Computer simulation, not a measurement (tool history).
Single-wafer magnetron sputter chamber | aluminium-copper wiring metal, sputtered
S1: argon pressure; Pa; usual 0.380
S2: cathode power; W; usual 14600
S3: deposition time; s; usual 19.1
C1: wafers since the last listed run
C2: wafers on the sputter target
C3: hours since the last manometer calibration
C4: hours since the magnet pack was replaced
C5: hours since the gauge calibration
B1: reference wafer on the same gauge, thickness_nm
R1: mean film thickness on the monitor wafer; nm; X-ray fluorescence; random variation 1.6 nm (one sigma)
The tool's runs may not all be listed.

Run 1, hour 0.0: usual settings; C1 0; C2 8370; C3 2120.8; C4 3292.5; C5 490.8; B1 450.241. Result: R1 482.998 nm.
At hour 21.7: sputter target and shields replaced.
Run 2, hour 76.2: usual settings; C1 1746; C2 1396; C3 2197.0; C4 3368.7; C5 567.0; B1 450.038. Result: R1 489.128 nm.
Run 3, hour 147.6: usual settings; C1 1828; C2 3224; C3 2268.4; C4 3440.1; C5 638.4; B1 450.502. Result: R1 486.417 nm.
Run 4, hour 239.7: usual settings but S3 20.6 s; C1 2358; C2 5583; C3 2360.5; C4 3532.2; C5 730.5; B1 450.776. Result: R1 517.947 nm.
At hour 320.0: sputter target and shields replaced.
Run 5, hour 320.5: usual settings but S3 20.6 s; C1 1864; C2 13; C3 2441.3; C4 3613.0; C5 811.3; B1 449.223. Result: R1 524.553 nm.
Run 6, hour 361.3: usual settings; C1 1044; C2 1058; C3 2482.1; C4 3653.8; C5 852.1; B1 450.420. Result: R1 483.131 nm.
Run 7, hour 465.5: usual settings; C1 2668; C2 3726; C3 2586.3; C4 3758.0; C5 956.3; B1 449.737. Result: R1 484.545 nm.
Run 8, hour 527.3: usual settings; C1 1582; C2 5309; C3 2648.1; C4 3819.8; C5 1018.1; B1 449.260. Result: R1 478.014 nm.
Run 9, hour 580.3: usual settings but S1 0.431 Pa; C1 1357; C2 6667; C3 2701.1; C4 3872.8; C5 1071.1; B1 449.744. Result: R1 465.396 nm.
At hour 668.5: sputter target and shields replaced.
Run 10, hour 683.6: usual settings but S1 0.431 Pa; C1 2440; C2 386; C3 2804.4; C4 3976.1; C5 1174.4; B1 449.640. Result: R1 464.235 nm.
Run 11, hour 727.1: usual settings but S3 21.6 s; C1 1114; C2 1500; C3 2847.9; C4 4019.6; C5 1217.9; B1 450.423. Result: R1 540.756 nm.
Run 12, hour 833.3: usual settings but S1 0.279 Pa, S2 17600 W, S3 21.2 s; C1 2719; C2 4220; C3 2954.1; C4 4125.8; C5 1324.1; B1 449.807. Result: R1 667.778 nm.
At hour 836.4: gauge calibrated.
Run 13, hour 922.6: usual settings; C1 2287; C2 6507; C3 3043.4; C4 4215.1; C5 86.2; B1 450.001. Result: R1 473.049 nm.
At hour 965.2: capacitance manometer re-zeroed and calibrated.
At hour 968.8: sputter target and shields replaced.
Run 14, hour 996.8: usual settings but S1 0.306 Pa, S2 15700 W, S3 15.5 s; C1 1604; C2 717; C3 31.6; C4 4289.3; C5 160.4; B1 450.322. Result: R1 452.276 nm.
Run 15, hour 1037.6: usual settings; C1 1044; C2 1762; C3 72.4; C4 4330.1; C5 201.2; B1 449.664. Result: R1 497.401 nm.
At hour 1097.1: magnet pack replaced.
Run 16, hour 1109.6: usual settings but S1 0.431 Pa; C1 1639; C2 3401; C3 144.4; C4 12.5; C5 273.2; B1 450.257. Result: R1 481.382 nm.
Run 17, hour 1185.0: usual settings but S2 13100 W; C1 1931; C2 5332; C3 219.8; C4 87.9; C5 348.6; B1 450.551. Result: R1 443.835 nm.
At hour 1242.1: sputter target and shields replaced.
Run 18, hour 1271.8: usual settings but S1 0.289 Pa, S2 12950 W; C1 2018; C2 759; C3 306.6; C4 174.7; C5 435.4; B1 449.742. Result: R1 466.635 nm.
Run 19, hour 1370.6: usual settings; C1 2530; C2 3289; C3 405.4; C4 273.5; C5 534.2; B1 450.383. Result: R1 494.901 nm.
Run 20, hour 1470.0: usual settings but S2 15700 W; C1 2545; C2 5835; C3 504.8; C4 372.9; C5 633.6; B1 450.061. Result: R1 529.410 nm.
At hour 1508.1: sputter target and shields replaced.
Run 21, hour 1544.4: usual settings but S1 0.235 Pa, S2 15700 W, S3 20.5 s; C1 1700; C2 929; C3 579.2; C4 447.3; C5 708.0; B1 450.611. Result: R1 614.058 nm.

What the log doesn't show, run by run:
gauge reads high (%): 0 in every run
H1: deposition rate above that of a new target (%)
H2: true argon pressure above the setpoint (%)
run       H1     H2
  1     -1.6   8.79
  2   -0.292   9.41
  3   -0.639     10
  4    -1.09   10.8
  5  -0.0542   11.5
  6   -0.252   11.9
  7   -0.758   12.9
  8    -1.06   13.5
  9    -1.32   14.1
 10   -0.209   15.1
 11   -0.421   15.6
 12   -0.936   16.8
 13    -1.37   17.8
 14   -0.138  -2.63
 15   -0.337  -2.62
 16   -0.686  -2.59
 17    -1.05  -2.54
 18    -0.16  -2.46
 19    -0.64  -2.32
 20    -1.12  -2.15
 21   -0.311     -2

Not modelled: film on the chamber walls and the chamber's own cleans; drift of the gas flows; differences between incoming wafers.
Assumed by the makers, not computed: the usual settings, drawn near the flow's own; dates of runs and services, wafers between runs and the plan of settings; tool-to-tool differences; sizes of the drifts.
